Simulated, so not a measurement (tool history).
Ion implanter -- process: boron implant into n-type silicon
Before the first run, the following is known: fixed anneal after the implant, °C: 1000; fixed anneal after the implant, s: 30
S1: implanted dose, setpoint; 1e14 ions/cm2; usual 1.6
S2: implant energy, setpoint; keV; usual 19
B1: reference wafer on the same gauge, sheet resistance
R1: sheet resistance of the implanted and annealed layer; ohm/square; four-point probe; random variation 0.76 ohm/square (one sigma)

run,hour,S1,S2,B1,R1
1,0,1.6,19,527.73,513.41
2,12.7,1.6,19,527.82,514.17
3,48.6,1.6,19,528.08,513.92
4,78.7,1.6,19,527.7,514.84
5,102.7,1.6,19,527.42,514.61
6,115.8,1.48,19,527.61,547.68
7,131.7,1.6,19,528.08,514.53
8,146.2,1.6,19,527.97,515.71
9,161.5,1.6,19,527.66,514.98
10,175.9,1.6,19,527.85,516.44
11,245.6,1.6,19,527.7,515.66
# hour 268.1: Faraday cup replaced and dose calibrated
12,279.4,1.6,19,528.39,505
13,292.9,1.91,19,527.47,439.87
# hour 311.5: extraction supply calibrated
14,317.8,1.75,22.5,528.02,460.5
15,358.2,1.6,19,528.12,504.97
16,389.6,1.81,22,527.87,448.69
17,408.9,1.16,25,528.13,619.31
18,444,1.78,24,527.75,449.97
# hour 449.4: gauge calibrated
19,475.5,1.6,19,527.92,504.75
20,509.1,1.4,13.5,528.13,590.02
21,522.8,1.26,24,527.71,587.28
22,555.5,1.97,19,527.78,428.18
23,574.8,1.89,23,528.31,431.41
24,598.7,1.38,15,527.94,588.6
25,612.4,1.44,24.5,527.85,529.02
26,644.8,1.45,22,527.49,533.59
27,673.2,1.6,19,528.07,506.55
28,699,1.45,21,527.89,538.3
29,714.8,1.15,12.5,527.95,697.53
30,749,1.6,19,527.72,506.42

Same runs, no hidden state in the tool, same run-to-run variation:
Unlogged tool condition in this case: deviation of the true dose from the Faraday cup's reading, %; deviation of the true energy from its setpoint, %; gauge reads high (%).
run,R1
1,505.25
2,505.86
3,505.22
4,505.78
5,505.28
6,537.66
7,504.86
8,505.84
9,504.95
10,506.2
11,504.57
12,504.47
13,439.41
14,460.02
15,504.41
16,448.18
17,618.63
18,449.42
19,504.09
20,589.18
21,586.46
22,427.49
23,430.7
24,587.57
25,528.1
26,532.56
27,505.48
28,537.1
29,695.91
30,505.12
